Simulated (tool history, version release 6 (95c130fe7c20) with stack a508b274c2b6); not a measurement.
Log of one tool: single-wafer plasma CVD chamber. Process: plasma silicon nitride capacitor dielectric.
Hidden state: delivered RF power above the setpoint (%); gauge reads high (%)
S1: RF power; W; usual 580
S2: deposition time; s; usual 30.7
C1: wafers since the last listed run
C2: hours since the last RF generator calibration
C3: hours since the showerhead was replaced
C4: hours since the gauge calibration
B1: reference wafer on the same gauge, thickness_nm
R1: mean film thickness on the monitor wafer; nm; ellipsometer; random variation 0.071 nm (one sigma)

run 1 hour=0 | S1=580 S2=30.7 | C1=0 C2=1596 C3=6985.6 C4=169.3 | B1=47.391 | R1=47.431
run 2 hour=12.9 | S1=580 S2=30.7 | C1=230 C2=1608.9 C3=6998.5 C4=182.2 | B1=47.404 | R1=47.442
run 3 hour=22.3 | S1=580 S2=30.7 | C1=167 C2=1618.3 C3=7007.9 C4=191.6 | B1=47.402 | R1=47.499
run 4 hour=30 | S1=580 S2=30.7 | C1=137 C2=1626 C3=7015.6 C4=199.3 | B1=47.41 | R1=47.393
run 5 hour=41.9 | S1=580 S2=30.7 | C1=212 C2=1637.9 C3=7027.5 C4=211.2 | B1=47.4 | R1=47.494
run 6 hour=52.7 | S1=580 S2=30.7 | C1=192 C2=1648.7 C3=7038.3 C4=222 | B1=47.4 | R1=47.44
run 7 hour=59.2 | S1=580 S2=30.7 | C1=115 C2=1655.2 C3=7044.8 C4=228.5 | B1=47.383 | R1=47.419
run 8 hour=68.2 | S1=580 S2=30.7 | C1=160 C2=1664.2 C3=7053.8 C4=237.5 | B1=47.397 | R1=47.423
run 9 hour=81.8 | S1=580 S2=34.2 | C1=242 C2=1677.8 C3=7067.4 C4=251.1 | B1=47.398 | R1=52.897
run 10 hour=90.3 | S1=580 S2=34.2 | C1=151 C2=1686.3 C3=7075.9 C4=259.6 | B1=47.401 | R1=52.962
run 11 hour=106 | S1=580 S2=30.7 | C1=279 C2=1702 C3=7091.6 C4=275.3 | B1=47.404 | R1=47.508
run 12 hour=117.3 | S1=580 S2=30.7 | C1=201 C2=1713.3 C3=7102.9 C4=286.6 | B1=47.382 | R1=47.413
run 13 hour=133.4 | S1=580 S2=30.7 | C1=287 C2=1729.4 C3=7119 C4=302.7 | B1=47.401 | R1=47.461
run 14 hour=140 | S1=555 S2=33.8 | C1=117 C2=1736 C3=7125.6 C4=309.3 | B1=47.406 | R1=51.823
-- hour=155.9 RF generator calibrated
run 15 hour=182.8 | S1=555 S2=33.8 | C1=620 C2=26.9 C3=7168.4 C4=352.1 | B1=47.404 | R1=51.784
run 16 hour=190.7 | S1=580 S2=30.7 | C1=140 C2=34.8 C3=7176.3 C4=360 | B1=47.41 | R1=47.587
run 17 hour=204.5 | S1=665 S2=30.7 | C1=246 C2=48.6 C3=7190.1 C4=373.8 | B1=47.405 | R1=48.878
-- hour=217 showerhead replaced
run 18 hour=222.4 | S1=525 S2=36.1 | C1=176 C2=66.5 C3=5.4 C4=391.7 | B1=47.385 | R1=54.85
run 19 hour=238.5 | S1=625 S2=30.7 | C1=287 C2=82.6 C3=21.5 C4=407.8 | B1=47.391 | R1=48.272
run 20 hour=246.5 | S1=580 S2=28.8 | C1=142 C2=90.6 C3=29.5 C4=415.8 | B1=47.413 | R1=44.446
run 21 hour=263.3 | S1=615 S2=30.7 | C1=299 C2=107.4 C3=46.3 C4=432.6 | B1=47.409 | R1=48.15
run 22 hour=277.4 | S1=635 S2=25 | C1=251 C2=121.5 C3=60.4 C4=446.7 | B1=47.389 | R1=39.387
run 23 hour=287.4 | S1=580 S2=35.4 | C1=178 C2=131.5 C3=70.4 C4=456.7 | B1=47.411 | R1=54.907
run 24 hour=299.9 | S1=640 S2=28.3 | C1=222 C2=144 C3=82.9 C4=469.2 | B1=47.406 | R1=44.694
run 25 hour=329.5 | S1=660 S2=32.5 | C1=527 C2=173.6 C3=112.5 C4=498.8 | B1=47.388 | R1=51.578
-- hour=331.9 gauge calibrated
run 26 hour=345.6 | S1=670 S2=33 | C1=287 C2=189.7 C3=128.6 C4=13.7 | B1=47.395 | R1=52.683
run 27 hour=361.4 | S1=470 S2=32.8 | C1=281 C2=205.5 C3=144.4 C4=29.5 | B1=47.404 | R1=48.601
run 28 hour=372.7 | S1=690 S2=24.9 | C1=201 C2=216.8 C3=155.7 C4=40.8 | B1=47.406 | R1=39.896
run 29 hour=384.8 | S1=670 S2=28 | C1=215 C2=228.9 C3=167.8 C4=52.9 | B1=47.386 | R1=44.593
run 30 hour=391.8 | S1=580 S2=30.7 | C1=124 C2=235.9 C3=174.8 C4=59.9 | B1=47.408 | R1=47.455
run 31 hour=403.4 | S1=580 S2=30.7 | C1=206 C2=247.5 C3=186.4 C4=71.5 | B1=47.407 | R1=47.498
run 32 hour=420 | S1=580 S2=30.7 | C1=295 C2=264.1 C3=203 C4=88.1 | B1=47.389 | R1=47.524
run 33 hour=426.2 | S1=580 S2=30.7 | C1=110 C2=270.3 C3=209.2 C4=94.3 | B1=47.4 | R1=47.484
run 34 hour=436 | S1=615 S2=34.5 | C1=174 C2=280.1 C3=219 C4=104.1 | B1=47.396 | R1=54.066

5 ways to go on from here, each from the tool as it stands after run 34. What would each give?
run A hour=436.4 | S1=580 S2=30.7 | C1=7 C2=280.5 C3=219.4 C4=104.5 | B1=? | R1=?
run B hour=436.4 | S1=695 S2=26.4 | C1=7 C2=280.5 C3=219.4 C4=104.5 | B1=? | R1=?
run C hour=436.4 | S1=640 S2=36.3 | C1=7 C2=280.5 C3=219.4 C4=104.5 | B1=? | R1=?
run D hour=436.4 | S1=475 S2=28.9 | C1=7 C2=280.5 C3=219.4 C4=104.5 | B1=? | R1=?
run E hour=436.4 | S1=695 S2=32.8 | C1=7 C2=280.5 C3=219.4 C4=104.5 | B1=? | R1=?

run=A B1=47.404 R1=47.493
run=B B1=47.404 R1=42.403
run=C B1=47.404 R1=57.3
run=D B1=47.404 R1=43
run=E B1=47.404 R1=52.683
Without the tool's hidden state the same runs would have given:
run=A R1=47.493
run=B R1=42.403
run=C R1=57.3
run=D R1=43
run=E R1=52.683

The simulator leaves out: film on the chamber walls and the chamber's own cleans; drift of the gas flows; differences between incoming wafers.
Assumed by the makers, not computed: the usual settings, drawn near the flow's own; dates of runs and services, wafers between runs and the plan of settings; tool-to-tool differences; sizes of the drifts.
